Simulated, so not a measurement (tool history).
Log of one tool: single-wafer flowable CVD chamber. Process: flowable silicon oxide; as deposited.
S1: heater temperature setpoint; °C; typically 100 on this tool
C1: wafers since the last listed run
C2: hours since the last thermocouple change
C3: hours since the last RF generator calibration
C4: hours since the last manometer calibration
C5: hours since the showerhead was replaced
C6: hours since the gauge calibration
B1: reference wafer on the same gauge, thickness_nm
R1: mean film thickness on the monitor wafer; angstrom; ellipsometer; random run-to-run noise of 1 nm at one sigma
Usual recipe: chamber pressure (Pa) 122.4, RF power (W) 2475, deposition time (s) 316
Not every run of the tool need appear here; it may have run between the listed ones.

Run 1, hour 0: usual settings; C1 0; C2 2292.2; C3 465.5; C4 2866.6; C5 6752.5; C6 129.3; B1 193.898. Result: R1 2210.64 angstrom.
Run 2, hour 28.7: usual settings; C1 203; C2 2320.9; C3 494.2; C4 2895.3; C5 6781.2; C6 158; B1 194.035. Result: R1 2202.71 angstrom.
Run 3, hour 41.1: usual settings; C1 87; C2 2333.3; C3 506.6; C4 2907.7; C5 6793.6; C6 170.4; B1 194.018. Result: R1 2228.14 angstrom.
Run 4, hour 64.6: usual settings; C1 166; C2 2356.8; C3 530.1; C4 2931.2; C5 6817.1; C6 193.9; B1 194.088. Result: R1 2222.94 angstrom.
Run 5, hour 86.6: usual settings but chamber pressure (Pa) 134.5; C1 156; C2 2378.8; C3 552.1; C4 2953.2; C5 6839.1; C6 215.9; B1 194.098. Result: R1 2421.34 angstrom.
Run 6, hour 112.6: usual settings but chamber pressure (Pa) 134.5; C1 184; C2 2404.8; C3 578.1; C4 2979.2; C5 6865.1; C6 241.9; B1 194.008. Result: R1 2416.46 angstrom.
Run 7, hour 143.3: usual settings; C1 217; C2 2435.5; C3 608.8; C4 3009.9; C5 6895.8; C6 272.6; B1 194.053. Result: R1 2191.88 angstrom.
At hour 174.7: capacitance manometer re-zeroed and calibrated.
Run 8, hour 175.2: usual settings; C1 169; C2 2467.4; C3 640.7; C4 0.5; C5 6927.7; C6 304.5; B1 193.997. Result: R1 2380.9 angstrom.
At hour 191.8: thermocouple changed; heater temperature recalibrated.
Run 9, hour 192.3: usual settings; C1 64; C2 0.5; C3 657.8; C4 17.6; C5 6944.8; C6 321.6; B1 194.064. Result: R1 2369.65 angstrom.
Run 10, hour 208.4: usual settings; C1 114; C2 16.6; C3 673.9; C4 33.7; C5 6960.9; C6 337.7; B1 194.025. Result: R1 2375.66 angstrom.
Run 11, hour 223.3: usual settings; C1 105; C2 31.5; C3 688.8; C4 48.6; C5 6975.8; C6 352.6; B1 193.947. Result: R1 2359.91 angstrom.
Run 12, hour 240.7: usual settings but chamber pressure (Pa) 146.8, RF power (W) 2195; C1 123; C2 48.9; C3 706.2; C4 66; C5 6993.2; C6 370; B1 194.007. Result: R1 2800.45 angstrom.
Run 13, hour 266.5: usual settings but chamber pressure (Pa) 91.9, RF power (W) 2205; C1 182; C2 74.7; C3 732; C4 91.8; C5 7019; C6 395.8; B1 194.101. Result: R1 1755.53 angstrom.
Run 14, hour 296: usual settings but chamber pressure (Pa) 139.2, RF power (W) 1985; C1 209; C2 104.2; C3 761.5; C4 121.3; C5 7048.5; C6 425.3; B1 194.036. Result: R1 2605.05 angstrom.
Run 15, hour 325: usual settings but deposition time (s) 259; C1 205; C2 133.2; C3 790.5; C4 150.3; C5 7077.5; C6 454.3; B1 194.068. Result: R1 1944.1 angstrom.
At hour 355.1: showerhead replaced.
Run 16, hour 355.8: usual settings; C1 161; C2 164; C3 821.3; C4 181.1; C5 0.7; C6 485.1; B1 193.924. Result: R1 2356.17 angstrom.
At hour 371.6: RF generator calibrated.
Run 17, hour 372.5: usual settings but chamber pressure (Pa) 134.5; C1 61; C2 180.7; C3 0.9; C4 197.8; C5 17.4; C6 501.8; B1 193.989. Result: R1 2608.47 angstrom.
Run 18, hour 385: usual settings but RF power (W) 2165, deposition time (s) 378; C1 88; C2 193.2; C3 13.4; C4 210.3; C5 29.9; C6 514.3; B1 194.02. Result: R1 2808.38 angstrom.
At hour 393.2: gauge calibrated.
Run 19, hour 443: usual settings; C1 411; C2 251.2; C3 71.4; C4 268.3; C5 87.9; C6 49.8; B1 194.115. Result: R1 2378.48 angstrom.
Run 20, hour 477.8: usual settings but S1 106 °C, RF power (W) 2090, deposition time (s) 377; C1 246; C2 286; C3 106.2; C4 303.1; C5 122.7; C6 84.6; B1 194.081. Result: R1 2321.46 angstrom.
Run 21, hour 491.9: usual settings but deposition time (s) 369; C1 99; C2 300.1; C3 120.3; C4 317.2; C5 136.8; C6 98.7; B1 194.1. Result: R1 2779.55 angstrom.

Give the tool's hidden conditions for every run:
wafer temperature above the value expected at the setpoint (K): 0 on each run
delivered RF power above the setpoint (%): 0 on each run
gauge reads high (%): 0 on each run
H1: true pressure above the setpoint (%)
run       H1
  1     -6.5
  2    -6.67
  3    -6.74
  4    -6.88
  5    -7.01
  6    -7.17
  7    -7.36
  8  -0.0551
  9  -0.0554
 10  -0.0562
 11  -0.0575
 12  -0.0595
 13  -0.0637
 14  -0.0702
 15  -0.0782
 16  -0.0887
 17  -0.0952
 18     -0.1
 19   -0.129
 20   -0.149
 21   -0.158
